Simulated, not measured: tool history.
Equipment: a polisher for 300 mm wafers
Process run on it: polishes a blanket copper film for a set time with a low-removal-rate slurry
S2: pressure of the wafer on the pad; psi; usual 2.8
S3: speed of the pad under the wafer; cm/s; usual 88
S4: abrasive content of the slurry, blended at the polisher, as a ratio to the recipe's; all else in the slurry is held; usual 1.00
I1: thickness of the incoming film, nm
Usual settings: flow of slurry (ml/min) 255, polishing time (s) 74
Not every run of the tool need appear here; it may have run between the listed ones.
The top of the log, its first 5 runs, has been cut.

run 6 hour=47.0 | flow_of_slurry_(ml/min)=255 S2=2.8 S3=88 S4=1.00 polishing_time_(s)=74 | I1=1217.1 | film_removed_(Å)=1953
run 7 hour=63.5 | flow_of_slurry_(ml/min)=255 S2=2.8 S3=88 S4=1.00 polishing_time_(s)=74 | I1=1225.3 | film_removed_(Å)=1931
run 8 hour=76.7 | flow_of_slurry_(ml/min)=255 S2=2.8 S3=88 S4=1.00 polishing_time_(s)=74 | I1=1231.2 | film_removed_(Å)=1861
run 9 hour=84.5 | flow_of_slurry_(ml/min)=255 S2=2.8 S3=88 S4=1.00 polishing_time_(s)=74 | I1=1212.1 | film_removed_(Å)=1889
run 10 hour=95.4 | flow_of_slurry_(ml/min)=255 S2=2.8 S3=88 S4=1.00 polishing_time_(s)=74 | I1=1231.6 | film_removed_(Å)=1860
run 11 hour=108.2 | flow_of_slurry_(ml/min)=255 S2=2.8 S3=88 S4=1.00 polishing_time_(s)=74 | I1=1222.9 | film_removed_(Å)=1840
-- hour=118.1 worn pad replaced by a new one
run 12 hour=124.4 | flow_of_slurry_(ml/min)=255 S2=2.0 S3=88 S4=1.00 polishing_time_(s)=74 | I1=1252.8 | film_removed_(Å)=1403
-- hour=135.0 head pressure recalibrated
run 13 hour=138.6 | flow_of_slurry_(ml/min)=255 S2=2.8 S3=62 S4=1.00 polishing_time_(s)=74 | I1=1232.4 | film_removed_(Å)=1614
run 14 hour=145.8 | flow_of_slurry_(ml/min)=255 S2=2.8 S3=88 S4=1.15 polishing_time_(s)=74 | I1=1248.5 | film_removed_(Å)=2004
run 15 hour=159.7 | flow_of_slurry_(ml/min)=255 S2=2.8 S3=88 S4=1.00 polishing_time_(s)=74 | I1=1209.9 | film_removed_(Å)=1949
run 16 hour=171.8 | flow_of_slurry_(ml/min)=255 S2=2.8 S3=88 S4=1.00 polishing_time_(s)=55 | I1=1241.8 | film_removed_(Å)=1461
run 17 hour=186.4 | flow_of_slurry_(ml/min)=255 S2=2.2 S3=88 S4=1.30 polishing_time_(s)=100 | I1=1222.7 | film_removed_(Å)=2185
-- hour=197.5 slurry nozzle cleaned
run 18 hour=202.2 | flow_of_slurry_(ml/min)=255 S2=2.4 S3=114 S4=1.00 polishing_time_(s)=74 | I1=1229.4 | film_removed_(Å)=1943
run 19 hour=217.7 | flow_of_slurry_(ml/min)=255 S2=3.1 S3=88 S4=1.30 polishing_time_(s)=65 | I1=1223.4 | film_removed_(Å)=1950
-- hour=230.6 worn pad replaced by a new one
run 20 hour=233.7 | flow_of_slurry_(ml/min)=190 S2=3.7 S3=88 S4=1.00 polishing_time_(s)=74 | I1=1208.7 | film_removed_(Å)=2499
run 21 hour=241.1 | flow_of_slurry_(ml/min)=255 S2=2.8 S3=106 S4=0.85 polishing_time_(s)=97 | I1=1223.3 | film_removed_(Å)=2830
run 22 hour=253.3 | flow_of_slurry_(ml/min)=255 S2=2.8 S3=88 S4=1.00 polishing_time_(s)=74 | I1=1243.5 | film_removed_(Å)=1934
run 23 hour=270.0 | flow_of_slurry_(ml/min)=255 S2=3.2 S3=88 S4=1.00 polishing_time_(s)=74 | I1=1230.7 | film_removed_(Å)=2220
run 24 hour=281.1 | flow_of_slurry_(ml/min)=255 S2=2.8 S3=88 S4=1.00 polishing_time_(s)=74 | I1=1229.4 | film_removed_(Å)=1938
run 25 hour=296.0 | flow_of_slurry_(ml/min)=255 S2=2.0 S3=88 S4=1.10 polishing_time_(s)=61 | I1=1236.3 | film_removed_(Å)=1184
-- hour=303.0 slurry blender recalibrated
run 26 hour=313.9 | flow_of_slurry_(ml/min)=255 S2=2.4 S3=88 S4=0.70 polishing_time_(s)=57 | I1=1223.8 | film_removed_(Å)=1155
run 27 hour=326.3 | flow_of_slurry_(ml/min)=255 S2=3.5 S3=100 S4=1.00 polishing_time_(s)=51 | I1=1238.0 | film_removed_(Å)=1770
-- hour=334.7 worn pad replaced by a new one
run 28 hour=338.0 | flow_of_slurry_(ml/min)=255 S2=2.8 S3=88 S4=1.00 polishing_time_(s)=74 | I1=1221.7 | film_removed_(Å)=1992
run 29 hour=345.6 | flow_of_slurry_(ml/min)=330 S2=2.2 S3=88 S4=1.00 polishing_time_(s)=74 | I1=1221.9 | film_removed_(Å)=1575
run 30 hour=354.6 | flow_of_slurry_(ml/min)=255 S2=3.3 S3=108 S4=1.00 polishing_time_(s)=74 | I1=1248.7 | film_removed_(Å)=2572

What if the next run were any one of these 4? Each begins from the tool's condition after run 30:
run A hour=355.0 | flow_of_slurry_(ml/min)=320 S2=2.8 S3=88 S4=1.00 polishing_time_(s)=74 | I1=1244.9 | film_removed_(Å)=?
run B hour=355.0 | flow_of_slurry_(ml/min)=255 S2=2.8 S3=106 S4=1.00 polishing_time_(s)=74 | I1=1244.9 | film_removed_(Å)=?
run C hour=355.0 | flow_of_slurry_(ml/min)=255 S2=2.8 S3=114 S4=0.85 polishing_time_(s)=74 | I1=1244.9 | film_removed_(Å)=?
run D hour=355.0 | flow_of_slurry_(ml/min)=215 S2=2.5 S3=88 S4=1.00 polishing_time_(s)=87 | I1=1244.9 | film_removed_(Å)=?

run=A film_removed_(Å)=2007
run=B film_removed_(Å)=2217
run=C film_removed_(Å)=2251
run=D film_removed_(Å)=2018
The same runs, with their run-to-run variation unchanged, on a tool lacking any hidden condition would have given:
run=A film_removed_(Å)=2036
run=B film_removed_(Å)=2248
run=C film_removed_(Å)=2283
run=D film_removed_(Å)=2047

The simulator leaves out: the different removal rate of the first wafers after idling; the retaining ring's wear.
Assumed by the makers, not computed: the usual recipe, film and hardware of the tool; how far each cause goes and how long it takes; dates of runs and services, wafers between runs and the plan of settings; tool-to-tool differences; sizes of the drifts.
